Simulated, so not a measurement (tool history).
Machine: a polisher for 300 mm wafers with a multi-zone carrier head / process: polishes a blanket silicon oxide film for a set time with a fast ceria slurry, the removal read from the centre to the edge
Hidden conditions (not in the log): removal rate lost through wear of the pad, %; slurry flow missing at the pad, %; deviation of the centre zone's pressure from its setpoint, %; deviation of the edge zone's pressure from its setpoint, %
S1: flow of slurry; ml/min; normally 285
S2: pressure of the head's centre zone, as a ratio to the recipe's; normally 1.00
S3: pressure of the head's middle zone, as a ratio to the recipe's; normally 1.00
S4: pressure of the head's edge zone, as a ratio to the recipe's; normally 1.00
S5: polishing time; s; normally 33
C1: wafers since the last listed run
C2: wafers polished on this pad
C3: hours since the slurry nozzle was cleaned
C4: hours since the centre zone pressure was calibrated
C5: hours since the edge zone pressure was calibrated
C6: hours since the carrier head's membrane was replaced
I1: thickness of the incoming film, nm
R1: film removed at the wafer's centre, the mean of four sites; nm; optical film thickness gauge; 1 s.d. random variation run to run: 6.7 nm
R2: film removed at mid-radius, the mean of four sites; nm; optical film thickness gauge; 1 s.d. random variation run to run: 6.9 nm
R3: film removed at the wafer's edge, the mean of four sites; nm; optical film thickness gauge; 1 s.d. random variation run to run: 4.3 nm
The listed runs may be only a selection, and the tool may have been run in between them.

run    hour   S1    S2    S3    S4  S5    C1    C2     C3     C4      C5      C6      I1     R1     R2     R3
  1     0.0  350  1.03  0.95  1.11  33     0    33  186.5  490.9   729.9    69.8  2228.2  528.2  488.0  550.5
  2    69.0  250  1.00  1.00  0.93  33   855   889  255.5  559.9   798.9   138.8  2229.7  472.0  493.2  478.0
  3   118.1  345  1.00  1.00  1.00  33   608  1498  304.6  609.0   848.0   187.9  2220.4  492.1  479.4  492.3
      166.5  -- centre zone pressure recalibrated
  4   182.1  285  1.00  1.06  1.00  24   768  2267  368.6   15.6   912.0   251.9  2180.9  347.7  357.2  354.2
  5   263.8  285  1.00  1.00  1.00  33  1013  3280  450.3   97.3   993.7   333.6  2203.6  468.2  481.8  474.7
  6   323.0  285  0.89  1.00  1.00  33   734  4014  509.5  156.5  1052.9   392.8  2216.5  407.1  458.4  464.8
      443.9  -- edge zone pressure recalibrated
  7   486.0  285  0.90  1.00  1.00  43  1996  6011  672.5  319.5    42.1   555.8  2226.2  531.0  599.4  593.3
      489.5  -- slurry nozzle cleaned
  8   552.7  285  1.00  1.00  1.06  33   814  6826   63.2  386.2   108.8   622.5  2193.8  447.3  452.7  466.7
      623.3  -- worn pad replaced by a new one
  9   657.0  285  0.95  1.00  1.11  26  1243   418  167.5  490.5   213.1   726.8  2201.2  367.1  396.3  417.9
 10   708.2  285  1.00  1.00  1.00  33   634  1053  218.7  541.7   264.3   778.0  2233.1  481.4  487.3  500.7
 11   803.1  225  1.00  0.94  1.00  44  1176  2230  313.6  636.6   359.2   872.9  2246.1  605.3  574.4  631.3
 12   874.0  285  1.00  1.00  1.00  33   879  3109  384.5  707.5   430.1   943.8  2234.4  454.4  457.9  462.3
      881.4  -- centre zone pressure recalibrated
 13   935.0  285  1.00  1.00  1.00  33   731  3841  445.5   53.6   491.1  1004.8  2234.2  456.0  461.2  467.5
     1041.9  -- carrier head's membrane replaced by a new one
 14  1044.6  285  1.00  1.00  1.00  39  1297  5138  555.1  163.2   600.7     2.7  2196.9  544.7  538.8  543.4
 15  1112.9  285  1.00  1.00  0.94  33   847  5985  623.4  231.5   669.0    71.0  2208.9  447.1  449.4  443.7
 16  1195.7  285  0.91  1.00  0.93  33  1026  7012  706.2  314.3   751.8   153.8  2191.4  398.4  456.6  446.1
     1197.5  -- slurry nozzle cleaned
 17  1245.7  285  0.89  1.00  1.00  33   607  7620   48.2  364.3   801.8   203.8  2222.0  389.1  453.6  455.4
 18  1284.0  285  1.07  1.08  0.90  33   475  8095   86.5  402.6   840.1   242.1  2195.8  477.8  478.7  431.2
     1318.1  -- worn pad replaced by a new one
 19  1365.6  285  1.00  1.00  1.00  33   962   589  168.1  484.2   921.7   323.7  2193.5  491.5  504.8  501.6
 20  1418.1  285  1.11  1.00  1.03  39   651  1240  220.6  536.7   974.2   376.2  2207.0  629.1  577.2  592.6
 21  1491.6  315  1.00  1.00  1.00  33   911  2151  294.1  610.2  1047.7   449.7  2204.6  466.2  481.3  488.8
     1558.9  -- edge zone pressure recalibrated
 22  1567.5  285  1.09  0.88  1.00  33   916  3068  370.0  686.1     8.6   525.6  2177.2  498.8  428.4  471.0
 23  1654.8  285  1.06  1.00  1.04  26  1082  4151  457.3  773.4    95.9   612.9  2205.6  374.8  368.3  373.2

Forecast each of these 3 alternatives for the next run:
  A  1655.2  285  1.00  1.00  1.00  33   4  4156  457.7  773.8  96.3  613.3  2206.8   ?   ?   ?
  B  1655.2  215  1.00  1.00  1.00  33   4  4156  457.7  773.8  96.3  613.3  2206.8   ?   ?   ?
  C  1655.2  285  1.00  0.93  0.90  33   4  4156  457.7  773.8  96.3  613.3  2206.8   ?   ?   ?

run     R1     R2     R3
  A  453.4  469.5  468.6
  B  438.4  455.6  458.0
  C  453.2  441.8  448.6
Without the tool's hidden state the same runs would have given:
run     R1     R2     R3
  A  502.5  520.4  519.4
  B  486.0  505.0  507.7
  C  502.3  489.7  497.2
